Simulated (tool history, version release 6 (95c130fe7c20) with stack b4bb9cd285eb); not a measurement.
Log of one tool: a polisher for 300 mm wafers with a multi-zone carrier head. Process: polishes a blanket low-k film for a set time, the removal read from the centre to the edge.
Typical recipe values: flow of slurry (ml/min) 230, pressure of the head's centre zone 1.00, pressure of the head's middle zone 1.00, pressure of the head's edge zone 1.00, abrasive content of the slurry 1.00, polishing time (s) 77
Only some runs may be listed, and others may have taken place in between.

run,hour,flow of slurry (ml/min),pressure of the head's centre zone,pressure of the head's middle zone,pressure of the head's edge zone,abrasive content of the slurry,polishing time (s),wafers since the last listed run,wafers polished on this pad,hours since the slurry nozzle was cleaned,hours since the centre zone pressure was calibrated,hours since the edge zone pressure was calibrated,hours since the carrier head's membrane was replaced,"incoming thickness of the incoming film, nm",film removed at the wafer's centre (angstrom),film removed at mid-radius (angstrom),film removed at the wafer's edge (angstrom)
1,0.0,230,1.00,0.91,1.00,1.00,77,0,791,385.0,147.8,342.2,61.1,558.4,365,323,348
2,43.0,300,1.00,1.00,1.00,1.00,77,360,1151,428.0,190.8,385.2,104.1,562.5,378,352,348
3,84.1,175,1.00,1.00,1.00,1.00,77,344,1496,469.1,231.9,426.3,145.2,553.7,358,339,341
4,139.6,230,1.00,0.93,0.93,1.00,77,465,1961,524.6,287.4,481.8,200.7,553.4,373,328,334
5,286.0,210,1.00,0.94,1.00,1.00,77,1227,3189,671.0,433.8,628.2,347.1,561.7,389,331,341
# hour 330.9: centre zone pressure recalibrated
6,344.8,230,1.00,1.00,1.04,1.00,100,476,3666,729.8,13.9,687.0,405.9,555.4,443,449,457
# hour 354.7: slurry nozzle cleaned
# hour 367.2: worn pad replaced by a new one
7,463.1,230,1.00,1.00,1.00,1.00,77,950,804,108.4,132.2,805.3,524.2,553.6,355,345,344
8,528.1,230,1.07,1.00,0.96,1.00,77,545,1349,173.4,197.2,870.3,589.2,568.0,382,347,340
# hour 548.9: edge zone pressure recalibrated
9,553.8,295,1.00,1.00,0.92,1.00,77,198,1548,199.1,222.9,4.9,614.9,563.5,370,357,342
# hour 582.4: carrier head's membrane replaced by a new one
10,599.8,195,1.00,1.00,1.12,1.00,77,343,1892,245.1,268.9,50.9,17.4,562.5,364,335,360
11,648.0,175,1.10,1.00,1.00,0.75,77,404,2296,293.3,317.1,99.1,65.6,560.6,356,297,301
12,674.2,230,1.00,1.06,1.00,1.00,77,219,2516,319.5,343.3,125.3,91.8,559.0,369,358,345
13,699.2,230,0.96,1.00,1.00,0.80,77,209,2726,344.5,368.3,150.3,116.8,554.7,337,314,318
14,724.0,310,1.00,0.91,1.00,1.00,77,208,2934,369.3,393.1,175.1,141.6,555.4,385,327,355
# hour 784.6: worn pad replaced by a new one
15,785.1,230,0.94,1.08,1.10,1.15,77,478,4,430.4,454.2,236.2,202.7,560.1,376,388,380
16,813.5,230,1.00,1.00,1.00,1.00,77,238,242,458.8,482.6,264.6,231.1,567.5,382,345,351
# hour 836.8: centre zone pressure recalibrated
17,869.8,230,1.00,1.00,1.00,1.00,77,455,698,515.1,33.0,320.9,287.4,567.0,357,350,339
18,904.1,230,1.00,1.04,1.00,1.00,57,287,985,549.4,67.3,355.2,321.7,553.8,263,263,253
19,962.4,230,0.96,1.10,0.89,1.00,77,489,1474,607.7,125.6,413.5,380.0,555.9,346,377,331
20,1004.8,250,1.00,1.07,1.00,1.00,77,355,1830,650.1,168.0,455.9,422.4,569.6,370,366,347
21,1036.4,230,1.00,1.00,1.00,1.00,77,265,2095,681.7,199.6,487.5,454.0,559.5,363,350,345
22,1085.6,230,1.00,1.00,1.00,1.00,77,412,2508,730.9,248.8,536.7,503.2,554.1,374,341,347

For run 23, what comes out?
23,1133.7,230,1.00,1.05,1.00,1.00,77,403,2911,779.0,296.9,584.8,551.3,556.9,?,?,?

Run 23 gave film removed at the wafer's centre (angstrom) 376, film removed at mid-radius (angstrom) 357, film removed at the wafer's edge (angstrom) 347.
If the tool had no hidden condition, the same run with the same run-to-run variation would have returned film removed at the wafer's centre (angstrom) 350, film removed at mid-radius (angstrom) 357, film removed at the wafer's edge (angstrom) 347.
